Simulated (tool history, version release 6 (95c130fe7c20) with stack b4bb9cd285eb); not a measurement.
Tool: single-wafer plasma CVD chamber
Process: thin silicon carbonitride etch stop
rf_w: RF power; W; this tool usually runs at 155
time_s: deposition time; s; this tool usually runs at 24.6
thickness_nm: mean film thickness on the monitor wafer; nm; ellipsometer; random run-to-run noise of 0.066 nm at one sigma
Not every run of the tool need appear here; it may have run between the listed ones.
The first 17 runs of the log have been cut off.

| run | day | rf_w | time_s | read-back reference wafer on the same gauge, thickness_nm | thickness_nm |
|---|---|---|---|---|---|
|  | 59.271 | gauge calibrated |
|  | 59.975 | showerhead replaced |
| 18 | 60.192 | 155 | 21.8 | 13.3 | 11.757 |
| 19 | 63.446 | 130 | 27.1 | 13.322 | 13.936 |
| 20 | 67.625 | 155 | 24.6 | 13.302 | 13.231 |
| 21 | 69.65 | 135 | 23.1 | 13.291 | 11.939 |
| 22 | 72.192 | 170 | 28 | 13.301 | 15.543 |
| 23 | 74.796 | 170 | 20.1 | 13.321 | 11.05 |
| 24 | 80.608 | 155 | 20.3 | 13.304 | 10.964 |
| 25 | 82.838 | 180 | 27.9 | 13.287 | 15.669 |
| 26 | 84.879 | 140 | 28.4 | 13.313 | 14.827 |
| 27 | 88.392 | 155 | 25.9 | 13.296 | 13.967 |
| 28 | 90.617 | 165 | 25.9 | 13.293 | 14.15 |
| 29 | 94.738 | 155 | 24.6 | 13.306 | 13.194 |
| 30 | 98.408 | 155 | 24.6 | 13.286 | 13.081 |

5 ways to go on from here, each from the tool as it stands after run 30. What would each give?
| A | 98.425 | 145 | 24.6 | ? | ? |
| B | 98.425 | 145 | 21.5 | ? | ? |
| C | 98.425 | 130 | 26.1 | ? | ? |
| D | 98.425 | 155 | 20.8 | ? | ? |
| E | 98.425 | 155 | 22.6 | ? | ? |

| run | read-back reference wafer on the same gauge, thickness_nm | thickness_nm |
|---|---|---|
| A | 13.322 | 12.858 |
| B | 13.322 | 11.237 |
| C | 13.322 | 13.208 |
| D | 13.322 | 11.088 |
| E | 13.322 | 12.048 |
Without the tool's unlogged condition, the same runs would have read:
| run | thickness_nm |
|---|---|
| A | 13.065 |
| B | 11.418 |
| C | 13.421 |
| D | 11.267 |
| E | 12.242 |
